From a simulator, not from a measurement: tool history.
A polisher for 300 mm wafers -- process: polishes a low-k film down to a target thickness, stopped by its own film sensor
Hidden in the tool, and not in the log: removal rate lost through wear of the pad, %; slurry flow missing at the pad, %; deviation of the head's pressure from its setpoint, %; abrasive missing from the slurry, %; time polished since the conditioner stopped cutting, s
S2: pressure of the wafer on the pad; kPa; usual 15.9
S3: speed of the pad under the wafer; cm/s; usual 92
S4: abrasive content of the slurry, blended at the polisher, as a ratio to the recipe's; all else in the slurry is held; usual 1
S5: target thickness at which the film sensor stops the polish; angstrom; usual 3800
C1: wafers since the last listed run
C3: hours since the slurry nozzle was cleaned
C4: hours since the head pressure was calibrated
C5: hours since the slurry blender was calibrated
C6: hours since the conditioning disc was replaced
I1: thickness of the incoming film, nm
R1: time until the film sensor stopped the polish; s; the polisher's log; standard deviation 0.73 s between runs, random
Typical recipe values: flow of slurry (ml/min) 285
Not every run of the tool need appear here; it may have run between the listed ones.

run 1 hour=0 | flow_of_slurry_(ml/min)=360 S2=15.9 S3=92 S4=1 S5=3800 | C1=0 wafers_polished_on_this_pad=1874 C3=226.2 C4=844.3 C5=75.8 C6=67.3 | I1=417.5 | R1=89.3
-- hour=8.2 worn pad replaced by a new one
run 2 hour=71.4 | flow_of_slurry_(ml/min)=235 S2=15.9 S3=92 S4=1 S5=3730 | C1=326 wafers_polished_on_this_pad=306 C3=297.6 C4=915.7 C5=147.2 C6=138.7 | I1=418.5 | R1=114.6
run 3 hour=132.3 | flow_of_slurry_(ml/min)=285 S2=15.9 S3=92 S4=1 S5=3800 | C1=295 wafers_polished_on_this_pad=601 C3=358.5 C4=976.6 C5=208.1 C6=199.6 | I1=405.8 | R1=63.9
-- hour=135.1 head pressure recalibrated
run 4 hour=189.9 | flow_of_slurry_(ml/min)=285 S2=15.9 S3=92 S4=1 S5=3800 | C1=269 wafers_polished_on_this_pad=870 C3=416.1 C4=54.8 C5=265.7 C6=257.2 | I1=415.6 | R1=90.9
run 5 hour=238.3 | flow_of_slurry_(ml/min)=220 S2=15.9 S3=92 S4=1 S5=3800 | C1=234 wafers_polished_on_this_pad=1105 C3=464.5 C4=103.2 C5=314.1 C6=305.6 | I1=404.3 | R1=64.6
-- hour=284.3 slurry nozzle cleaned
run 6 hour=309.7 | flow_of_slurry_(ml/min)=245 S2=15.9 S3=92 S4=1 S5=3750 | C1=341 wafers_polished_on_this_pad=1446 C3=25.4 C4=174.6 C5=385.5 C6=377 | I1=411.1 | R1=88.4
run 7 hour=353.2 | flow_of_slurry_(ml/min)=215 S2=15.9 S3=92 S4=1.1 S5=3800 | C1=210 wafers_polished_on_this_pad=1657 C3=68.9 C4=218.1 C5=429 C6=420.5 | I1=409.6 | R1=69.8
-- hour=401.4 worn pad replaced by a new one
-- hour=406.2 slurry blender recalibrated
-- hour=410.9 conditioning disc replaced and pad reconditioned
run 8 hour=534.7 | flow_of_slurry_(ml/min)=200 S2=15.9 S3=68 S4=1.15 S5=3760 | C1=840 wafers_polished_on_this_pad=626 C3=250.4 C4=399.6 C5=128.5 C6=123.8 | I1=406.8 | R1=95.3
run 9 hour=562.4 | flow_of_slurry_(ml/min)=355 S2=15.9 S3=92 S4=0.8 S5=3900 | C1=134 wafers_polished_on_this_pad=760 C3=278.1 C4=427.3 C5=156.2 C6=151.5 | I1=409.2 | R1=50.4
run 10 hour=615.1 | flow_of_slurry_(ml/min)=285 S2=15.9 S3=92 S4=1 S5=3800 | C1=255 wafers_polished_on_this_pad=1016 C3=330.8 C4=480 C5=208.9 C6=204.2 | I1=416.6 | R1=90.8
run 11 hour=640 | flow_of_slurry_(ml/min)=285 S2=10.3 S3=92 S4=1 S5=3800 | C1=120 wafers_polished_on_this_pad=1137 C3=355.7 C4=504.9 C5=233.8 C6=229.1 | I1=403.7 | R1=89.7
run 12 hour=745.1 | flow_of_slurry_(ml/min)=215 S2=15.9 S3=92 S4=1.1 S5=3800 | C1=509 wafers_polished_on_this_pad=1646 C3=460.8 C4=610 C5=338.9 C6=334.2 | I1=413 | R1=86.8
-- hour=765.9 slurry nozzle cleaned
-- hour=780.6 slurry blender recalibrated
run 13 hour=804.4 | flow_of_slurry_(ml/min)=220 S2=15.9 S3=92 S4=1 S5=3800 | C1=272 wafers_polished_on_this_pad=1919 C3=38.5 C4=669.3 C5=23.8 C6=393.5 | I1=414.5 | R1=85.7
-- hour=830.9 conditioning disc replaced and pad reconditioned
run 14 hour=834.9 | flow_of_slurry_(ml/min)=285 S2=15.9 S3=114 S4=1.25 S5=3800 | C1=138 wafers_polished_on_this_pad=2057 C3=69 C4=699.8 C5=54.3 C6=4 | I1=403.6 | R1=43.8
-- hour=901.4 worn pad replaced by a new one
run 15 hour=901.9 | flow_of_slurry_(ml/min)=355 S2=20 S3=92 S4=1.3 S5=3800 | C1=305 wafers_polished_on_this_pad=2 C3=136 C4=766.8 C5=121.3 C6=71 | I1=406.7 | R1=45.1

Estimate the outcome of run 16 from the log above:
-- hour=945.5 head pressure recalibrated
run 16 hour=959.8 | flow_of_slurry_(ml/min)=285 S2=21.4 S3=92 S4=1 S5=3800 | C1=270 wafers_polished_on_this_pad=273 C3=193.9 C4=14.3 C5=179.2 C6=128.9 | I1=411 | R1=?

R1: 55.1 s
On a tool with no hidden condition, and with the same random variation, this run would have come out at R1 54.1 s.
